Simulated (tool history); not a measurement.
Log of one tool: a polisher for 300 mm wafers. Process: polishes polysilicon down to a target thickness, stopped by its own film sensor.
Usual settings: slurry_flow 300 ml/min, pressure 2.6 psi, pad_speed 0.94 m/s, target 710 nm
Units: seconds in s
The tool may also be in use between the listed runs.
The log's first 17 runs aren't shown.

run	hour	slurry_flow	pressure	pad_speed	target	incoming thickness of the incoming film, nm	seconds
18	435.2	300	2.6	0.94	710	1250.5	82.6
19	461.9	225	2.0	0.68	837	1249.6	119.0
20	476.0	350	2.6	0.62	609	1225.5	139.7
21	492.0	240	3.5	0.94	549	1240.2	84.7
22	515.8	270	1.8	0.80	855	1234.2	105.6
23	545.6	395	2.6	0.94	805	1241.3	70.7
# hour 572.2: head pressure recalibrated
24	572.6	330	2.6	1.12	710	1245.5	79.5
# hour 583.6: worn pad replaced by a new one
25	591.7	300	2.6	1.12	829	1216.7	52.6
# hour 605.3: slurry nozzle cleaned
26	608.2	300	2.6	0.94	710	1234.0	85.4
27	641.7	300	2.9	0.94	710	1263.9	85.0
28	656.0	300	2.6	0.94	710	1262.9	92.4
29	668.4	300	2.6	0.94	710	1226.1	89.5
30	695.2	300	2.1	0.94	774	1245.7	101.4
31	723.0	200	2.6	0.86	773	1226.5	90.4
# hour 749.1: worn pad replaced by a new one
32	753.4	300	2.6	0.94	710	1242.5	79.4
33	786.9	300	2.6	0.94	710	1256.2	87.8
34	814.2	300	2.6	0.80	628	1234.4	112.7
35	848.7	300	2.6	0.72	863	1236.6	74.1
36	878.8	225	2.0	0.68	837	1219.6	108.6

Forecast each of these 4 alternatives for the next run:
A	879.3	300	2.6	0.94	710	1252.5	?
B	879.3	330	1.9	1.18	634	1252.5	?
C	879.3	380	2.9	1.08	637	1252.5	?
D	879.3	300	2.0	0.94	710	1252.5	?

run	seconds
A	88.0
B	110.6
C	77.3
D	114.4
Without the tool's hidden state the same runs would have given:
run	seconds
A	84.5
B	106.2
C	74.2
D	109.9
